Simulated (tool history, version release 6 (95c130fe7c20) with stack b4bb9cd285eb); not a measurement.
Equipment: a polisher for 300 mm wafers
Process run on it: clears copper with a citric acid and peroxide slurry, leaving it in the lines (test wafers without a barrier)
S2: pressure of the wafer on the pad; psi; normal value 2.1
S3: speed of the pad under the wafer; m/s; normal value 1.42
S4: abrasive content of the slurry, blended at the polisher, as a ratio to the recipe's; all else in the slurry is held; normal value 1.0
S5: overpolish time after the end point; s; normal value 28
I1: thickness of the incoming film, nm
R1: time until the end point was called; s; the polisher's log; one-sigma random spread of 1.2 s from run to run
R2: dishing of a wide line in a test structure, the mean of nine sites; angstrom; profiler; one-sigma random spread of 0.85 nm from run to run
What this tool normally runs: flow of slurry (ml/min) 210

{"run": 1, "hour": 0.0, "flow of slurry (ml/min)": 210, "S2": 1.9, "S3": 1.42, "S4": 0.9, "S5": 28, "I1": 183.4, "R1": 75.4, "R2": 383}
{"hour": 49.5, "done": "worn pad replaced by a new one"}
{"run": 2, "hour": 70.8, "flow of slurry (ml/min)": 250, "S2": 2.1, "S3": 1.42, "S4": 1.0, "S5": 28, "I1": 184.5, "R1": 64.3, "R2": 424}
{"run": 3, "hour": 170.5, "flow of slurry (ml/min)": 250, "S2": 2.1, "S3": 1.42, "S4": 1.0, "S5": 28, "I1": 184.5, "R1": 64.4, "R2": 434}
{"run": 4, "hour": 246.4, "flow of slurry (ml/min)": 250, "S2": 2.1, "S3": 1.42, "S4": 1.0, "S5": 28, "I1": 183.7, "R1": 66.3, "R2": 404}
{"hour": 380.4, "done": "head pressure recalibrated"}
{"hour": 448.3, "done": "slurry nozzle cleaned"}
{"run": 5, "hour": 467.1, "flow of slurry (ml/min)": 210, "S2": 1.7, "S3": 1.42, "S4": 1.0, "S5": 28, "I1": 184.2, "R1": 76.9, "R2": 355}
{"run": 6, "hour": 540.2, "flow of slurry (ml/min)": 210, "S2": 2.1, "S3": 1.42, "S4": 1.0, "S5": 28, "I1": 185.3, "R1": 65.1, "R2": 437}
{"hour": 553.8, "done": "slurry blender recalibrated"}
{"hour": 598.7, "done": "worn pad replaced by a new one"}
{"run": 7, "hour": 634.0, "flow of slurry (ml/min)": 210, "S2": 2.1, "S3": 1.42, "S4": 1.0, "S5": 28, "I1": 182.3, "R1": 65.2, "R2": 418}
{"run": 8, "hour": 725.2, "flow of slurry (ml/min)": 210, "S2": 2.1, "S3": 1.42, "S4": 1.0, "S5": 28, "I1": 182.0, "R1": 67.8, "R2": 407}
{"run": 9, "hour": 832.6, "flow of slurry (ml/min)": 210, "S2": 2.1, "S3": 1.42, "S4": 1.0, "S5": 28, "I1": 185.0, "R1": 66.8, "R2": 395}
{"run": 10, "hour": 875.7, "flow of slurry (ml/min)": 210, "S2": 2.1, "S3": 1.42, "S4": 1.0, "S5": 28, "I1": 187.7, "R1": 70.3, "R2": 402}
{"run": 11, "hour": 932.1, "flow of slurry (ml/min)": 210, "S2": 2.1, "S3": 1.42, "S4": 1.0, "S5": 28, "I1": 184.2, "R1": 69.6, "R2": 397}
{"hour": 958.3, "done": "slurry nozzle cleaned"}
{"run": 12, "hour": 969.6, "flow of slurry (ml/min)": 210, "S2": 2.1, "S3": 1.42, "S4": 1.0, "S5": 40, "I1": 182.3, "R1": 64.3, "R2": 565}
{"hour": 1039.7, "done": "worn pad replaced by a new one, of another model than before"}
{"hour": 1044.5, "done": "slurry blender recalibrated"}
{"run": 13, "hour": 1067.0, "flow of slurry (ml/min)": 210, "S2": 2.1, "S3": 1.42, "S4": 1.0, "S5": 28, "I1": 185.6, "R1": 64.7, "R2": 431}
{"run": 14, "hour": 1138.0, "flow of slurry (ml/min)": 210, "S2": 2.1, "S3": 1.42, "S4": 1.0, "S5": 28, "I1": 184.2, "R1": 63.9, "R2": 402}
{"run": 15, "hour": 1179.0, "flow of slurry (ml/min)": 190, "S2": 2.1, "S3": 1.42, "S4": 1.0, "S5": 28, "I1": 184.4, "R1": 65.8, "R2": 419}
{"run": 16, "hour": 1223.4, "flow of slurry (ml/min)": 210, "S2": 1.8, "S3": 1.68, "S4": 1.0, "S5": 28, "I1": 185.3, "R1": 61.8, "R2": 456}
{"run": 17, "hour": 1328.2, "flow of slurry (ml/min)": 210, "S2": 2.1, "S3": 1.42, "S4": 1.0, "S5": 28, "I1": 188.3, "R1": 67.5, "R2": 422}
{"hour": 1347.5, "done": "head pressure recalibrated"}
{"run": 18, "hour": 1376.7, "flow of slurry (ml/min)": 210, "S2": 2.1, "S3": 1.42, "S4": 1.0, "S5": 28, "I1": 184.3, "R1": 69.0, "R2": 418}
{"run": 19, "hour": 1438.2, "flow of slurry (ml/min)": 210, "S2": 1.9, "S3": 1.42, "S4": 1.0, "S5": 28, "I1": 183.9, "R1": 68.9, "R2": 373}
{"hour": 1480.8, "done": "worn pad replaced by a new one"}
{"hour": 1515.0, "done": "slurry nozzle cleaned"}
{"hour": 1596.6, "done": "slurry blender recalibrated"}
{"run": 20, "hour": 1632.0, "flow of slurry (ml/min)": 250, "S2": 2.1, "S3": 1.42, "S4": 1.0, "S5": 28, "I1": 183.7, "R1": 63.2, "R2": 412}
{"run": 21, "hour": 1684.5, "flow of slurry (ml/min)": 145, "S2": 1.8, "S3": 1.2, "S4": 1.0, "S5": 12, "I1": 181.2, "R1": 85.7, "R2": 150}
{"run": 22, "hour": 1771.4, "flow of slurry (ml/min)": 210, "S2": 1.6, "S3": 1.42, "S4": 1.0, "S5": 28, "I1": 182.9, "R1": 78.4, "R2": 361}
{"run": 23, "hour": 1858.9, "flow of slurry (ml/min)": 250, "S2": 2.1, "S3": 1.42, "S4": 1.0, "S5": 14, "I1": 184.6, "R1": 66.6, "R2": 229}
{"run": 24, "hour": 1933.7, "flow of slurry (ml/min)": 210, "S2": 2.1, "S3": 1.42, "S4": 1.0, "S5": 28, "I1": 184.1, "R1": 68.4, "R2": 414}
{"hour": 1955.8, "done": "worn pad replaced by a new one"}
{"run": 25, "hour": 1982.3, "flow of slurry (ml/min)": 255, "S2": 1.5, "S3": 1.42, "S4": 1.0, "S5": 28, "I1": 183.9, "R1": 78.5, "R2": 349}
{"hour": 2016.5, "done": "slurry nozzle cleaned"}
{"hour": 2046.0, "done": "slurry blender recalibrated"}
{"run": 26, "hour": 2046.5, "flow of slurry (ml/min)": 210, "S2": 2.1, "S3": 1.42, "S4": 1.0, "S5": 35, "I1": 186.9, "R1": 66.4, "R2": 505}
{"run": 27, "hour": 2103.5, "flow of slurry (ml/min)": 150, "S2": 2.1, "S3": 1.42, "S4": 1.0, "S5": 37, "I1": 182.3, "R1": 66.1, "R2": 515}

Predict each of these 5 candidate next runs independently; none follows another, all start after run 27:
{"run": "A", "hour": 2104.0, "flow of slurry (ml/min)": 165, "S2": 2.1, "S3": 1.42, "S4": 1.0, "S5": 28, "I1": 184.1, "R1": "?", "R2": "?"}
{"run": "B", "hour": 2104.0, "flow of slurry (ml/min)": 210, "S2": 2.4, "S3": 1.22, "S4": 1.2, "S5": 22, "I1": 184.1, "R1": "?", "R2": "?"}
{"run": "C", "hour": 2104.0, "flow of slurry (ml/min)": 210, "S2": 2.1, "S3": 1.28, "S4": 1.0, "S5": 28, "I1": 184.1, "R1": "?", "R2": "?"}
{"run": "D", "hour": 2104.0, "flow of slurry (ml/min)": 210, "S2": 2.5, "S3": 1.42, "S4": 1.3, "S5": 28, "I1": 184.1, "R1": "?", "R2": "?"}
{"run": "E", "hour": 2104.0, "flow of slurry (ml/min)": 210, "S2": 2.1, "S3": 1.42, "S4": 0.9, "S5": 28, "I1": 184.1, "R1": "?", "R2": "?"}

run=A R1=65.9 R2=413
run=B R1=66.4 R2=336
run=C R1=71.6 R2=385
run=D R1=54.8 R2=484
run=E R1=66.4 R2=410
Take away the tool's hidden state, keep each run's random variation, and the runs would have read:
run=A R1=65.7 R2=413
run=B R1=66.2 R2=336
run=C R1=71.4 R2=386
run=D R1=54.7 R2=485
run=E R1=66.2 R2=411

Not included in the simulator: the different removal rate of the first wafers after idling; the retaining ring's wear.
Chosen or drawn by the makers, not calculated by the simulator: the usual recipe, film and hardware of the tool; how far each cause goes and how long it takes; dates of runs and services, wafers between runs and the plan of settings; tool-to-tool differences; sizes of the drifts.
